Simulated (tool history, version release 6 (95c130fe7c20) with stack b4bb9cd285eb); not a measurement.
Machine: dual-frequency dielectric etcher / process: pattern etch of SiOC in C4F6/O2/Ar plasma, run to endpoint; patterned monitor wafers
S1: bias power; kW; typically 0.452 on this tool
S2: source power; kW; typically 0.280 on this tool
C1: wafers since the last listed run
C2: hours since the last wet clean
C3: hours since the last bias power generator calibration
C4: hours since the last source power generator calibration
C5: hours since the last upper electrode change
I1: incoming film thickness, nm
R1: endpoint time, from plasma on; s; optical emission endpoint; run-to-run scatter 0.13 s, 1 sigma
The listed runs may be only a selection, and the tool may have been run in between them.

run	day	S1	S2	C1	C2	C3	C4	C5	I1	R1
1	0.000	0.490	0.280	0	190.6	1282.5	3317.4	3990.4	46.32	16.3
2	2.029	0.490	0.280	784	239.3	1331.2	3366.1	4039.1	46.62	16.1
3	3.954	0.490	0.280	743	285.5	1377.4	3412.3	4085.3	46.82	16.4
4	6.054	0.383	0.280	811	335.9	1427.8	3462.7	4135.7	46.68	17.7
5	10.542	0.383	0.280	1734	443.6	1535.5	3570.4	4243.4	46.25	17.2
6	14.850	0.495	0.310	1664	547.0	1638.9	3673.8	4346.8	46.89	15.1
# day 18.342: wet clean of the chamber
7	19.325	0.495	0.310	1342	23.6	1746.3	3781.2	4454.2	46.29	16.4
8	23.479	0.495	0.310	1605	123.3	1846.0	3880.9	4553.9	46.80	16.8
# day 24.475: bias power generator calibrated
9	26.425	0.452	0.280	1073	194.0	46.8	3951.6	4624.6	46.53	17.9
10	29.283	0.452	0.280	1104	262.6	115.4	4020.2	4693.2	46.48	17.6
# day 33.346: wet clean of the chamber, repeated, since the last time left the tool worse
11	33.367	0.524	0.330	1191	0.5	213.4	4118.2	4791.2	47.37	14.8
12	34.233	0.524	0.330	334	21.3	234.2	4139.0	4812.0	46.57	14.5
13	36.350	0.452	0.280	817	72.1	285.0	4189.8	4862.8	47.09	16.8
# day 36.725: source power generator calibrated
14	39.833	0.366	0.280	1281	155.7	368.6	74.6	4946.4	46.85	17.9
15	41.775	0.452	0.280	750	202.3	415.2	121.2	4993.0	46.60	16.4
16	45.212	0.415	0.220	1328	284.8	497.7	203.7	5075.5	46.72	19.6
17	50.471	0.342	0.220	2031	411.0	623.9	329.9	5201.7	46.72	21.2
18	54.129	0.452	0.280	1413	498.8	711.7	417.7	5289.5	46.70	16.3
19	57.658	0.506	0.230	1363	583.5	796.4	502.4	5374.2	46.80	17.2
# day 58.938: wet clean of the chamber
20	59.479	0.494	0.230	317	13.0	840.1	546.1	5417.9	46.28	17.9

Expected results for the next run?
# day 62.050: upper electrode replaced
21	66.721	0.380	0.300	2411	186.8	1013.9	719.9	112.1	47.08	?

Run 21 measured R1 17.3 s.
Take away the tool's hidden state, keep the run-to-run variation as it was, and the same run would have given R1 17.6 s.

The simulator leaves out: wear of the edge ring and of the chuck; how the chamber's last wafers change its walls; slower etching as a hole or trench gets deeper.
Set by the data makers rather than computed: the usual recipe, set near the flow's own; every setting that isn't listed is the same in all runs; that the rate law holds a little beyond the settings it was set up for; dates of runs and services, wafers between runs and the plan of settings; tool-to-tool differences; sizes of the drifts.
